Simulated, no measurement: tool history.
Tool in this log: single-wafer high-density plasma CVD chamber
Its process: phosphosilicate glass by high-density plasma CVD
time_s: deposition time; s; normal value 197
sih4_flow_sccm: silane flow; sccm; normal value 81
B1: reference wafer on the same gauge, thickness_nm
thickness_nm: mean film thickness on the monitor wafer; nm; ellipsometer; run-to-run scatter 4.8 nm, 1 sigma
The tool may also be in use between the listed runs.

Run 1, hour 0: usual settings; B1 2052.592. Result: thickness_nm 1735.429 nm.
Run 2, hour 169.8: usual settings but time_s 167 s, sih4_flow_sccm 86 sccm; B1 2051.035. Result: thickness_nm 1550.372 nm.
Run 3, hour 242.4: usual settings but time_s 167 s, sih4_flow_sccm 86 sccm; B1 2051.466. Result: thickness_nm 1546.203 nm.
Run 4, hour 342.9: usual settings but time_s 167 s, sih4_flow_sccm 86 sccm; B1 2050.954. Result: thickness_nm 1542.464 nm.
Run 5, hour 413.1: usual settings but time_s 173 s; B1 2048.537. Result: thickness_nm 1496.509 nm.
Run 6, hour 458.3: usual settings; B1 2051.051. Result: thickness_nm 1701.502 nm.
Run 7, hour 541.5: usual settings; B1 2053.839. Result: thickness_nm 1694.263 nm.
Run 8, hour 586.8: usual settings; B1 2051.093. Result: thickness_nm 1682.066 nm.
Run 9, hour 650.7: usual settings but sih4_flow_sccm 88 sccm; B1 2053.407. Result: thickness_nm 1827.254 nm.
At hour 685.7: silane flow controller replaced.
At hour 709.2: gauge calibrated.
Run 10, hour 752.8: usual settings but sih4_flow_sccm 88 sccm; B1 2051.706. Result: thickness_nm 1928.846 nm.
Run 11, hour 837: usual settings but time_s 163 s, sih4_flow_sccm 65 sccm; B1 2046.986. Result: thickness_nm 1177.516 nm.
Run 12, hour 893.4: usual settings; B1 2051.68. Result: thickness_nm 1768.589 nm.
Run 13, hour 965.9: usual settings; B1 2048.93. Result: thickness_nm 1767.844 nm.
Run 14, hour 1054.3: usual settings but time_s 173 s, sih4_flow_sccm 66 sccm; B1 2053.183. Result: thickness_nm 1263.908 nm.
Run 15, hour 1147: usual settings but time_s 212 s, sih4_flow_sccm 89 sccm; B1 2049.523. Result: thickness_nm 2090.857 nm.
Run 16, hour 1211.5: usual settings but time_s 228 s, sih4_flow_sccm 92 sccm; B1 2051.895. Result: thickness_nm 2317.625 nm.
Run 17, hour 1262.6: usual settings but time_s 167 s, sih4_flow_sccm 86 sccm; B1 2050.832. Result: thickness_nm 1588.236 nm.
Run 18, hour 1357.3: usual settings but time_s 226 s; B1 2050.652. Result: thickness_nm 2016.639 nm.

What will run 19 give?
Run 19, hour 1424.9: usual settings; B1 ?. Result: thickness_nm ?.

{"run 19": {"B1": 2050.472, "thickness_nm": 1753.191}}
Had the tool carried no hidden state, the very same run would have given thickness_nm 1784.818 nm.
